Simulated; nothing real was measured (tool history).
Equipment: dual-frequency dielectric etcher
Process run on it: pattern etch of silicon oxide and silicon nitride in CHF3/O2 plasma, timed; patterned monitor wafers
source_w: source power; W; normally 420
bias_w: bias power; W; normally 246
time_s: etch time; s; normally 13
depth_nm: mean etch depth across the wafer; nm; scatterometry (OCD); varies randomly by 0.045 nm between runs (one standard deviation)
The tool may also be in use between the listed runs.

run     day  source_w  bias_w  time_s  read-back reference wafer on the same gauge, depth_nm  depth_nm
  1       0       420     246      13                                                  16.01      19.1
  2   0.638       420     272      13                                                     16     19.58
  3   0.933       420     272      13                                                     16     19.59
  4   1.529       420     272      13                                                     16      19.6
  5   1.942       420     246      11                                                  16.01     16.23
  6   2.592       420     246      11                                                     16     16.21
  7   2.967       420     286      13                                                     16     19.88
  8   3.412       420     286      13                                                  16.01     19.91
  9   4.062       420     286      13                                                     16     19.94
 10   4.796       420     246      13                                                  15.99     19.28
      5.271  -- source power generator calibrated
 11   5.504       420     246      13                                                     16     19.32
      6.825  -- wet clean of the chamber
 12   6.846       420     246      13                                                     16     17.75
 13   6.858       420     246      13                                                     16      17.7
      7.121  -- gauge calibrated
 14   7.146       460     212      12                                                  15.99      16.5
      7.458  -- bias power generator calibrated
 15   7.888       420     246      13                                                  15.99     17.76
 16    8.25       420     211    15.5                                                     16     20.53
 17   8.858       420     246      13                                                  16.01      17.8
      9.979  -- wet clean of the chamber, repeated, since the last time left the tool worse
 18      10       420     246      13                                                     16     18.76
 19  10.012       420     221      13                                                     16      18.3
 20  10.538       480     246      13                                                     16     20.01
     11.588  -- upper electrode replaced
 21  11.608       490     203      10                                                     16     14.88
 22  11.621       420     246      13                                                  15.99     18.88
 23  13.017       470     185      14                                                  15.99     20.07
 24  13.746       420     230      13                                                     16     18.54
 25  14.446       420     246    11.5                                                     16     16.78
 26  14.838       370     215    10.5                                                     16     13.95

Here are 4 independent what-if runs from the current tool condition. What would each one return?
  A  14.854       470     246      13                                                      ?         ?
  B  14.854       420     246      10                                                      ?         ?
  C  14.854       340     224      15                                                      ?         ?
  D  14.854       390     246     9.5                                                      ?         ?

run  read-back reference wafer on the same gauge, depth_nm  depth_nm
  A                                                     16        20
  B                                                     16     14.61
  C                                                     16     19.39
  D                                                     16     13.41
Without the tool's hidden state the same runs would have given:
run  depth_nm
  A     19.73
  B     14.41
  C     19.12
  D     13.22
